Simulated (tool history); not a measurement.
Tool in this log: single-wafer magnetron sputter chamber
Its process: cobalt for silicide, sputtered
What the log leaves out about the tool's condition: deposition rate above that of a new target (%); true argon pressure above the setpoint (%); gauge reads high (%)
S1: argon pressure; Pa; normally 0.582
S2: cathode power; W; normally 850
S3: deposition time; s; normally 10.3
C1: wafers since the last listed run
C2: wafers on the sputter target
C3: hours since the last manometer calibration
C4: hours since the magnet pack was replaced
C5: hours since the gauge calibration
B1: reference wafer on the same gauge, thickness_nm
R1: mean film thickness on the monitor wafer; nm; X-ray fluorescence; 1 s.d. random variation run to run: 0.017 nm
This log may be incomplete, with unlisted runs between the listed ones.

run,day,S1,S2,S3,C1,C2,C3,C4,C5,B1,R1
1,0.000,0.582,850,10.3,0,3038,2275.5,4810.4,32.8,3.279,3.939
2,0.554,0.582,850,10.3,259,3297,2288.8,4823.7,46.1,3.280,3.954
3,1.242,0.582,850,10.3,322,3619,2305.3,4840.2,62.6,3.279,3.939
4,1.862,0.582,800,10.3,290,3910,2320.2,4855.1,77.5,3.278,3.701
5,2.367,0.582,850,10.3,236,4146,2332.3,4867.2,89.6,3.279,3.928
6,2.696,0.582,950,11.8,154,4300,2340.2,4875.1,97.5,3.279,5.028
7,3.400,0.582,950,11.8,329,4630,2357.1,4892.0,114.4,3.282,5.061
8,3.738,0.582,950,11.8,158,4788,2365.2,4900.1,122.5,3.279,5.031
9,4.596,0.582,850,8.9,402,5191,2385.8,4920.7,143.1,3.281,3.389
# day 5.417: capacitance manometer re-zeroed and calibrated
10,5.438,0.582,850,8.9,238,5429,0.5,4940.9,163.3,3.280,3.384
11,5.679,0.582,850,8.9,113,5542,6.3,4946.7,169.1,3.283,3.381
# day 6.033: sputter target and shields replaced
12,6.208,0.780,750,10.3,91,82,19.0,4959.4,181.8,3.277,3.321
13,7.383,0.582,850,10.3,550,633,47.2,4987.6,210.0,3.279,3.915
# day 7.596: gauge calibrated
14,8.129,0.582,850,10.3,349,982,65.1,5005.5,12.8,3.283,3.937
# day 9.812: magnet pack replaced
15,9.833,0.582,850,10.3,642,1624,106.0,0.5,53.7,3.281,3.939
16,10.000,0.458,750,12.1,78,1702,110.0,4.5,57.7,3.281,4.188
17,10.471,0.582,850,10.3,220,1923,121.3,15.8,69.0,3.279,3.925
18,11.067,0.702,1050,9.7,279,2202,135.6,30.1,83.3,3.283,4.463
19,11.704,0.582,650,11.2,298,2500,150.9,45.4,98.6,3.281,3.283
20,12.017,0.702,850,10.3,146,2647,158.4,52.9,106.1,3.281,3.834
21,12.442,0.516,950,8.8,199,2846,168.6,63.1,116.3,3.282,3.802
22,12.729,0.481,750,11.5,134,2981,175.5,70.0,123.2,3.280,3.990
23,13.458,0.807,800,9.7,341,3322,193.0,87.5,140.7,3.279,3.320

Predict each of these 5 candidate next runs independently; none follows another, all start after run 23:
A,13.475,0.582,850,10.3,7,3330,193.4,87.9,141.1,?,?
B,13.475,0.680,750,12.1,7,3330,193.4,87.9,141.1,?,?
C,13.475,0.708,1050,11.8,7,3330,193.4,87.9,141.1,?,?
D,13.475,0.700,850,10.3,7,3330,193.4,87.9,141.1,?,?
E,13.475,0.705,650,9.1,7,3330,193.4,87.9,141.1,?,?

run,B1,R1
A,3.280,3.970
B,3.280,4.024
C,3.280,5.458
D,3.280,3.864
E,3.280,2.608
The same runs, with their run-to-run variation unchanged, on a tool lacking any hidden condition would have given:
run,R1
A,3.970
B,4.024
C,5.458
D,3.864
E,2.608
